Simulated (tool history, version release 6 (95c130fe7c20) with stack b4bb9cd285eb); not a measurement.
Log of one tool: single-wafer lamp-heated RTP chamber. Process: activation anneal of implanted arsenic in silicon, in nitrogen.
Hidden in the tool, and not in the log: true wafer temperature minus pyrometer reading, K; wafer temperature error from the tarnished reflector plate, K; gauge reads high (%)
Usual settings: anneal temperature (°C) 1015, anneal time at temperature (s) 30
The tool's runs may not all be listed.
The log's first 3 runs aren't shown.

run,hour,anneal temperature (°C),anneal time at temperature (s),wafers since the last listed run,wafers since the last pyrometer calibration,wafers since the reflector plate was cleaned,hours since the gauge calibration,"read-back reference wafer on the same gauge, sheet resistance",sheet resistance of the implanted and annealed layer (ohm/square)
4,55.4,1015,30,254,2027,4162,753.1,117.98,94.46
# hour 71.2: pyrometer window cleaned and pyrometer calibrated
5,81.8,1015,30,173,100,4335,779.5,117.91,100.90
6,95.0,1015,30,124,224,4460,792.7,117.99,99.66
7,117.0,1032,42,207,432,4668,814.7,118.10,84.59
8,130.0,1032,42,122,555,4791,827.7,117.89,82.78
9,165.9,1032,42,339,894,5130,863.6,118.05,82.94
10,189.9,1015,17,226,1121,5357,887.6,118.05,110.29
11,215.4,1015,17,240,1362,5597,913.1,118.09,109.58
# hour 255.5: pyrometer window cleaned and pyrometer calibrated
12,256.0,1015,17,307,4,5905,953.7,117.90,113.42
13,266.4,1015,30,98,103,6004,964.1,117.90,99.85
14,292.6,1015,30,247,350,6251,990.3,117.97,100.03
15,306.8,1015,39,134,484,6385,1004.5,117.94,93.40
16,318.9,990,44,114,599,6500,1016.6,118.12,106.78
17,354.2,1015,30,333,932,6833,1051.9,117.99,98.39
18,379.8,1015,17,241,1174,7075,1077.5,117.99,108.62
19,403.9,997,21,227,1401,7303,1101.6,118.18,115.57
20,416.7,1030,41,120,1522,7424,1114.4,118.06,82.56
21,444.7,1015,30,264,1787,7688,1142.4,118.14,95.02
# hour 452.8: pyrometer window cleaned and pyrometer calibrated
22,463.9,1031,39,105,104,7794,1161.6,117.97,86.73
23,490.4,1045,23,250,354,8044,1188.1,118.11,89.29
24,587.3,1015,30,915,1270,8960,1285.0,117.97,96.69
25,611.9,996,20,232,1502,9192,1309.6,118.05,115.38

Run 26 comes next. What will it give?
# hour 622.2: reflector plate cleaned
# hour 624.0: gauge calibrated
26,647.6,1015,21,261,1764,240,23.6,?,?

read-back reference wafer on the same gauge, sheet resistance: 118.10
sheet resistance of the implanted and annealed layer (ohm/square): 105.73
Without the tool's hidden state the same run would have given sheet resistance of the implanted and annealed layer (ohm/square) 112.66.
